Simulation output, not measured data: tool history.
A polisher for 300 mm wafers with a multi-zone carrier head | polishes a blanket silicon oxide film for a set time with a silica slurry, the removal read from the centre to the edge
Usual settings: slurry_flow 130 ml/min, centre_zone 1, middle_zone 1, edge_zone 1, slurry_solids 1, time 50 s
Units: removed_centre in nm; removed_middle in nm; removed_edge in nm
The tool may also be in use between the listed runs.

run     day  slurry_flow  centre_zone  middle_zone  edge_zone  slurry_solids  time  wafers since the last listed run  wafers polished on this pad  hours since the slurry nozzle was cleaned  hours since the centre zone pressure was calibrated  hours since the edge zone pressure was calibrated  hours since the carrier head's membrane was replaced  incoming thickness of the incoming film, nm  removed_centre  removed_middle  removed_edge
  1       0          130            1            1          1              1    50                                 0                          127                                      354.2                                                653.4                                              487.9                                                 311.9                                       1506.1           134.1           135.1         135.5
  2   2.496          130            1            1          1              1    50                               513                          640                                      414.1                                                713.3                                              547.8                                                 371.8                                       1511.4           136.6           134.7         130.5
  3   3.838          130            1            1       0.91              1    50                               275                          916                                      446.3                                                745.5                                                580                                                   404                                       1519.3           134.2           132.7         125.9
  4   5.958          130            1            1          1            0.9    50                               435                         1352                                      497.2                                                796.4                                              630.9                                                 454.9                                       1523.5           127.9           128.6         126.5
  5   7.075          170         1.06            1       0.93              1    50                               229                         1582                                        524                                                823.2                                              657.7                                                 481.7                                       1527.7           151.7           142.6         133.1
  6   8.246          130            1            1          1              1    50                               240                         1822                                      552.1                                                851.3                                              685.8                                                 509.8                                       1529.5           132.9           134.5         134.6
      9.483  -- slurry nozzle cleaned
  7  10.704          130            1            1       0.96            1.2    42                               496                         2319                                       29.3                                                910.3                                              744.8                                                 568.8                                         1514           122.3           122.8         118.6
  8    13.5          130            1         0.91          1              1    50                               574                         2894                                       96.4                                                977.4                                              811.9                                                 635.9                                         1508           133.6           124.9         130.9
  9  16.029          110            1            1          1           1.25    50                               519                         3414                                      157.1                                               1038.1                                              872.6                                                 696.6                                       1509.3           140.7           140.1         142.3
 10  17.971          130            1            1          1            1.1    50                               399                         3813                                      203.7                                               1084.7                                              919.2                                                 743.2                                       1520.9           141.4           140.9         139.2
 11  19.192           90            1            1        0.9              1    50                               250                         4064                                        233                                                 1114                                              948.5                                                 772.5                                       1518.6             119           119.9         117.9
 12  20.388          130            1            1          1              1    43                               245                         4310                                      261.7                                               1142.7                                              977.2                                                 801.2                                       1522.5             116           117.1         113.9
 13  22.267          130            1            1       1.05              1    50                               386                         4696                                      306.8                                               1187.8                                             1022.3                                                 846.3                                       1513.7           132.6           134.9           136
     22.583  -- centre zone pressure recalibrated
     22.617  -- worn pad replaced by a new one
 14  24.412          130            1            1          1              1    50                               417                          369                                      358.3                                                 43.9                                             1073.8                                                 897.8                                       1516.2           135.3           133.3         132.3
 15  27.083           90         1.05         0.96       0.94              1    50                               549                          918                                      422.4                                                  108                                             1137.9                                                 961.9                                       1535.3           123.4           114.9         118.5
     27.954  -- edge zone pressure recalibrated
 16  34.617          130         0.91            1       0.89            1.2    32                              1531                         2449                                      603.2                                                288.8                                              159.9                                                1142.7                                       1506.8            84.8            93.6          86.5
 17  36.871          130            1            1          1           0.75    50                               463                         2913                                      657.3                                                342.9                                                214                                                1196.8                                       1525.1           117.3           116.1         115.4
     38.275  -- slurry nozzle cleaned
 18  39.746          150            1            1          1              1    50                               582                         3495                                       35.3                                                411.9                                                283                                                1265.8                                       1498.7           140.5           138.5           136
     41.879  -- worn pad replaced by a new one
 19  42.317          130            1            1          1              1    50                               494                           90                                         97                                                473.6                                              344.7                                                1327.5                                       1503.1           133.5           133.2         132.6
 20  44.558          115            1            1          1              1    50                               460                          551                                      150.8                                                527.4                                              398.5                                                1381.3                                       1507.1           129.7           130.5         130.6
 21  53.088          130            1            1          1              1    50                              1753                         2304                                      355.5                                                732.1                                              603.2                                                  1586                                       1495.5           134.7           134.1         132.9
 22  55.596          130            1            1          1              1    34                               515                         2820                                      415.7                                                792.3                                              663.4                                                1646.2                                       1510.4            90.7            91.8          90.2

Forecast each of these 3 alternatives for the next run:
  A  55.612          130            1            1          1              1    50                                 3                         2823                                      416.1                                                792.7                                              663.8                                                1646.6                                       1504.9               ?               ?             ?
  B  55.612          130            1            1          1           1.25    36                                 3                         2823                                      416.1                                                792.7                                              663.8                                                1646.6                                       1504.9               ?               ?             ?
  C  55.612           85         0.97            1          1              1    50                                 3                         2823                                      416.1                                                792.7                                              663.8                                                1646.6                                       1504.9               ?               ?             ?

run  removed_centre  removed_middle  removed_edge
  A           133.8           134.9         132.6
  B           105.9           106.8         104.9
  C           111.3           118.1         121.2
Without the tool's hidden state the same runs would have given:
run  removed_centre  removed_middle  removed_edge
  A           133.8           134.9         132.6
  B           105.9           106.8         104.9
  C           111.3           118.1         121.2

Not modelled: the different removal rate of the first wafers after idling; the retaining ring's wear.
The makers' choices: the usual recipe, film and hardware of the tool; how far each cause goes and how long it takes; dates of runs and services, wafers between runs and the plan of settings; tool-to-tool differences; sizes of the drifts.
